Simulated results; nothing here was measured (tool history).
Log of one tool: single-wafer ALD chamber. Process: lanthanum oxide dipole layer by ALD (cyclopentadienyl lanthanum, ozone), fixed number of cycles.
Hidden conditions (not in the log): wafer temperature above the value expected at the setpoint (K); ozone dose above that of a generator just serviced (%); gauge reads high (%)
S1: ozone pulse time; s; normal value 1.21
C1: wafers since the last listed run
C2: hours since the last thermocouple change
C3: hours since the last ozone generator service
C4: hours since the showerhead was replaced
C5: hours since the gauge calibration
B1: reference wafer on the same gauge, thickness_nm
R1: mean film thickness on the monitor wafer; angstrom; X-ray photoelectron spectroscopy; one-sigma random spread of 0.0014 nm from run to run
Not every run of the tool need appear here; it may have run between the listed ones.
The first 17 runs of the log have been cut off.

| run | day | S1 | C1 | C2 | C3 | C4 | C5 | B1 | R1 |
|---|---|---|---|---|---|---|---|---|---|
| 18 | 34.117 | 1.49 | 680 | 45.3 | 989.4 | 342.9 | 1200.8 | 0.601 | 5.84 |
| 19 | 35.208 | 0.81 | 398 | 71.5 | 1015.6 | 369.1 | 1227.0 | 0.601 | 4.56 |
| 20 | 37.733 | 1.60 | 920 | 132.1 | 1076.2 | 429.7 | 1287.6 | 0.601 | 5.92 |
|  | 39.746 | gauge calibrated |
| 21 | 39.929 | 1.21 | 800 | 184.8 | 1128.9 | 482.4 | 4.4 | 0.601 | 5.48 |
|  | 40.712 | ozone generator serviced |
| 22 | 42.454 | 1.39 | 799 | 245.4 | 41.8 | 543.0 | 65.0 | 0.601 | 5.85 |
| 23 | 47.750 | 1.56 | 1931 | 372.5 | 168.9 | 670.1 | 192.1 | 0.601 | 5.95 |
| 24 | 50.467 | 0.78 | 990 | 437.7 | 234.1 | 735.3 | 257.3 | 0.601 | 4.60 |
| 25 | 51.812 | 1.21 | 490 | 470.0 | 266.4 | 767.6 | 289.6 | 0.601 | 5.61 |
| 26 | 54.346 | 1.67 | 923 | 530.8 | 327.2 | 828.4 | 350.4 | 0.601 | 6.00 |
| 27 | 56.608 | 1.21 | 825 | 585.1 | 381.5 | 882.7 | 404.7 | 0.601 | 5.60 |
| 28 | 57.779 | 1.21 | 426 | 613.2 | 409.6 | 910.8 | 432.8 | 0.601 | 5.58 |
| 29 | 58.888 | 0.83 | 404 | 639.8 | 436.2 | 937.4 | 459.4 | 0.601 | 4.75 |
| 30 | 61.496 | 1.21 | 951 | 702.4 | 498.8 | 1000.0 | 522.0 | 0.601 | 5.60 |
| 31 | 64.112 | 0.79 | 954 | 765.2 | 561.6 | 1062.8 | 584.8 | 0.601 | 4.58 |
| 32 | 66.758 | 1.36 | 964 | 828.7 | 625.1 | 1126.3 | 648.3 | 0.601 | 5.74 |
| 33 | 69.475 | 1.21 | 990 | 893.9 | 690.3 | 1191.5 | 713.5 | 0.601 | 5.57 |

Consider 5 possible next runs. They are alternatives, not a sequence: every one starts from the tool as it was left by run 33. What does each give?
| A | 69.492 | 1.21 | 6 | 894.3 | 690.7 | 1191.9 | 713.9 | ? | ? |
| B | 69.492 | 0.77 | 6 | 894.3 | 690.7 | 1191.9 | 713.9 | ? | ? |
| C | 69.492 | 1.45 | 6 | 894.3 | 690.7 | 1191.9 | 713.9 | ? | ? |
| D | 69.492 | 1.03 | 6 | 894.3 | 690.7 | 1191.9 | 713.9 | ? | ? |
| E | 69.492 | 1.35 | 6 | 894.3 | 690.7 | 1191.9 | 713.9 | ? | ? |

| run | B1 | R1 |
|---|---|---|
| A | 0.600 | 5.54 |
| B | 0.600 | 4.46 |
| C | 0.600 | 5.81 |
| D | 0.600 | 5.22 |
| E | 0.600 | 5.71 |
Stripped of hidden state, with their random variation kept, the same runs would have yielded:
| run | R1 |
|---|---|
| A | 5.64 |
| B | 4.63 |
| C | 5.88 |
| D | 5.35 |
| E | 5.80 |
